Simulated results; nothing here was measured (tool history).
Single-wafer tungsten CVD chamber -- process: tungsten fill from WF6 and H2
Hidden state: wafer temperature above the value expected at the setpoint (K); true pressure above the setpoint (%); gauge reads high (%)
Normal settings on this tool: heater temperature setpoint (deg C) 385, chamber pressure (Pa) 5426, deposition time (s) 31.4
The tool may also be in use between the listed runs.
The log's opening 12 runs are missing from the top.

run,day,heater temperature setpoint (deg C),chamber pressure (Pa),deposition time (s),wafers since the last listed run,hours since the last thermocouple change,hours since the last manometer calibration,hours since the showerhead was replaced,hours since the gauge calibration,"read-back reference wafer on the same gauge, thickness_nm",mean film thickness on the monitor wafer (nm)
13,15.9,385,5426,35.5,226,1729.5,2661.6,134.9,191.3,88.233,94.299
14,17.258,385,5426,31.4,586,1762.1,2694.2,167.5,223.9,88.054,82.249
# day 18.471: thermocouple changed; heater temperature recalibrated
15,18.492,374,5426,31.4,388,0.5,2723.8,197.1,253.5,88.164,71.969
16,19.025,393,5426,31.4,230,13.3,2736.6,209.9,266.3,88.298,100.022
17,20.229,385,5800,25.3,520,42.2,2765.5,238.8,295.2,88.301,71.307
18,20.975,371,5426,27.1,322,60.1,2783.4,256.7,313.1,88.497,58.772
19,22.446,385,6066,37.2,635,95.4,2818.7,292,348.4,88.274,107.561
20,23.475,396,4426,36.3,444,120.1,2843.4,316.7,373.1,88.306,110.538
# day 26.421: capacitance manometer re-zeroed and calibrated
21,27.742,396,6493,37.7,1699,222.5,31.7,419.1,475.5,88.176,136.342
22,28.867,389,5426,31.4,486,249.5,58.7,446.1,502.5,88.245,94.672
23,29.912,400,5426,31.4,451,274.6,83.8,471.2,527.6,88.414,112.911
# day 30.717: thermocouple changed; heater temperature recalibrated, repeated, since the last time left the tool worse
24,30.979,391,5426,35.5,316,6.3,109.4,496.8,553.2,88.231,99.523
25,31.75,385,5426,28.9,333,24.8,127.9,515.3,571.7,88.247,72.586
26,32.338,385,5426,31.4,253,38.9,142,529.4,585.8,88.247,78.947
27,33.525,385,6373,31.4,513,67.4,170.5,557.9,614.3,88.261,84.776
28,34.104,400,4920,33.5,250,81.3,184.4,571.8,628.2,88.342,104.414
29,35.454,385,5426,31.4,583,113.7,216.8,604.2,660.6,88.184,79.327
# day 36.379: gauge calibrated
30,36.512,395,6226,27,457,139.1,242.2,629.6,3.2,88.373,85.403
31,37.062,385,5426,31.4,237,152.3,255.4,642.8,16.4,88.284,79.279
32,37.971,376,4626,31.4,392,174.1,277.2,664.6,38.2,88.296,63.056
33,38.704,385,5426,31.4,316,191.7,294.8,682.2,55.8,88.356,80.011
34,39.579,394,4520,35.2,378,212.7,315.8,703.2,76.8,88.502,97.332

Predict each of these 4 candidate next runs independently; none follows another, all start after run 34:
A,39.596,394,5426,31.4,7,213.1,316.2,703.6,77.2,?,?
B,39.596,385,5426,29.5,7,213.1,316.2,703.6,77.2,?,?
C,39.596,372,4946,31.4,7,213.1,316.2,703.6,77.2,?,?
D,39.596,385,5426,33.1,7,213.1,316.2,703.6,77.2,?,?

run,"read-back reference wafer on the same gauge, thickness_nm",mean film thickness on the monitor wafer (nm)
A,88.308,92.199
B,88.308,74.211
C,88.308,60.071
D,88.308,83.305
With no hidden state in the tool, these same runs would have given:
run,mean film thickness on the monitor wafer (nm)
A,91.332
B,73.479
C,59.449
D,82.483
